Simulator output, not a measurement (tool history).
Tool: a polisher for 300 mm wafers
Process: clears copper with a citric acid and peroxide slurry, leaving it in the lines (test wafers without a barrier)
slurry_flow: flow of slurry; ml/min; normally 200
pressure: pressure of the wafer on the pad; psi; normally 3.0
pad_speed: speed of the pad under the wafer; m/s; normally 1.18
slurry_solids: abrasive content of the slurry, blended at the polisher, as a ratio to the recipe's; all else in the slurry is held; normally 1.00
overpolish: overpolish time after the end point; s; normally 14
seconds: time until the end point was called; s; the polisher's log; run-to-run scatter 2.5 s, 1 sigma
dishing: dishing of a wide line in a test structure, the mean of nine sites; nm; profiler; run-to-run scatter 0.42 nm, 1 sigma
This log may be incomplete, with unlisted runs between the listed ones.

| run | hour | slurry_flow | pressure | pad_speed | slurry_solids | overpolish | incoming thickness of the incoming film, nm | seconds | dishing |
|---|---|---|---|---|---|---|---|---|---|
| 1 | 0.0 | 200 | 3.0 | 1.18 | 1.00 | 14 | 362.5 | 143.4 | 24.9 |
| 2 | 23.4 | 200 | 3.0 | 1.18 | 1.00 | 14 | 363.8 | 137.9 | 24.2 |
| 3 | 67.2 | 200 | 3.0 | 1.18 | 1.00 | 14 | 364.7 | 144.4 | 24.0 |
| 4 | 84.8 | 200 | 3.0 | 1.18 | 1.00 | 14 | 367.7 | 148.1 | 24.0 |
| 5 | 102.4 | 200 | 3.0 | 1.18 | 1.00 | 14 | 363.7 | 148.7 | 24.3 |
| 6 | 115.0 | 200 | 3.0 | 1.18 | 1.00 | 14 | 372.9 | 149.2 | 24.1 |
| 7 | 144.9 | 200 | 3.0 | 1.06 | 1.00 | 14 | 365.4 | 165.6 | 23.3 |
| 8 | 163.9 | 200 | 3.0 | 0.84 | 1.00 | 14 | 356.8 | 193.5 | 18.5 |
| 9 | 181.3 | 200 | 4.0 | 0.82 | 1.00 | 7 | 364.8 | 151.4 | 13.0 |
| 10 | 198.2 | 260 | 3.0 | 0.96 | 1.00 | 10 | 367.9 | 173.9 | 15.5 |
| 11 | 233.9 | 200 | 3.0 | 1.04 | 0.85 | 17 | 369.6 | 164.0 | 25.6 |
| 12 | 247.5 | 200 | 3.0 | 1.18 | 0.80 | 7 | 365.8 | 147.5 | 12.1 |
| 13 | 272.0 | 160 | 3.0 | 1.18 | 1.00 | 12 | 363.2 | 151.3 | 20.1 |
| 14 | 285.5 | 200 | 3.0 | 1.18 | 1.00 | 14 | 364.8 | 147.0 | 24.2 |
| 15 | 308.4 | 200 | 3.0 | 1.18 | 1.00 | 14 | 370.3 | 151.8 | 23.9 |
| 16 | 328.1 | 200 | 3.0 | 1.18 | 1.00 | 14 | 360.3 | 148.7 | 24.1 |
| 17 | 348.6 | 200 | 3.0 | 1.00 | 1.00 | 14 | 362.1 | 164.8 | 22.0 |
| 18 | 368.9 | 200 | 3.0 | 1.32 | 1.00 | 14 | 363.7 | 136.3 | 26.6 |
| 19 | 393.1 | 200 | 3.0 | 1.18 | 1.15 | 14 | 366.6 | 139.2 | 25.1 |
| 20 | 425.7 | 200 | 3.7 | 0.88 | 1.00 | 18 | 363.1 | 142.9 | 30.5 |
| 21 | 451.3 | 200 | 3.0 | 0.98 | 1.00 | 14 | 365.9 | 163.6 | 22.0 |
| 22 | 475.1 | 150 | 3.0 | 1.18 | 1.00 | 14 | 362.9 | 151.3 | 24.0 |
| 23 | 507.7 | 200 | 3.0 | 0.86 | 1.00 | 14 | 368.3 | 173.9 | 20.4 |
| 24 | 532.5 | 200 | 3.0 | 1.18 | 1.00 | 14 | 366.7 | 149.3 | 24.6 |
| 25 | 562.5 | 225 | 3.0 | 1.18 | 1.15 | 14 | 363.6 | 146.2 | 24.2 |
| 26 | 591.5 | 200 | 3.0 | 1.18 | 1.00 | 14 | 362.8 | 150.3 | 24.1 |
| 27 | 620.1 | 140 | 3.0 | 1.18 | 1.00 | 18 | 362.1 | 150.2 | 29.5 |
| 28 | 633.0 | 200 | 3.0 | 1.18 | 1.00 | 14 | 363.6 | 148.3 | 23.7 |
| 29 | 663.2 | 200 | 3.0 | 1.18 | 1.00 | 14 | 362.3 | 147.8 | 23.8 |

Missing from the log above: 6 entries noted between runs. For each, name the pair of listed runs it sits between and say how the tool's hidden condition differs from the listed run just before to the listed run just after:
Runs 6 to 7: worn pad replaced by a new one (hour 144.4)
  abrasive missing from the slurry, %: 27.9 -> 29.9
  measured minus no-state result, seconds: +6.8 -> +8.1 s; dishing: -1.0 -> -1.1 nm
Runs 7 to 8: head pressure recalibrated (hour 158.3)
  abrasive missing from the slurry, %: 29.9 -> 30.9
  measured minus no-state result, seconds: +8.1 -> +9.8 s; dishing: -1.1 -> -0.8 nm
Runs 16 to 17: slurry blender recalibrated (hour 333.0); slurry nozzle cleaned (hour 341.7)
  abrasive missing from the slurry, %: 35.9 -> 8.31
  measured minus no-state result, seconds: +8.9 -> +2.1 s; dishing: -1.4 -> -0.3 nm
Runs 17 to 18: worn pad replaced by a new one, of another model than before (hour 362.5)
  abrasive missing from the slurry, %: 8.31 -> 12.8
  measured minus no-state result, seconds: +2.1 -> +2.8 s; dishing: -0.3 -> -0.5 nm
Runs 25 to 26: worn pad replaced by a new one (hour 570.3)
  abrasive missing from the slurry, %: 34.2 -> 35.5
  measured minus no-state result, seconds: +8.4 -> +9.0 s; dishing: -1.2 -> -1.3 nm

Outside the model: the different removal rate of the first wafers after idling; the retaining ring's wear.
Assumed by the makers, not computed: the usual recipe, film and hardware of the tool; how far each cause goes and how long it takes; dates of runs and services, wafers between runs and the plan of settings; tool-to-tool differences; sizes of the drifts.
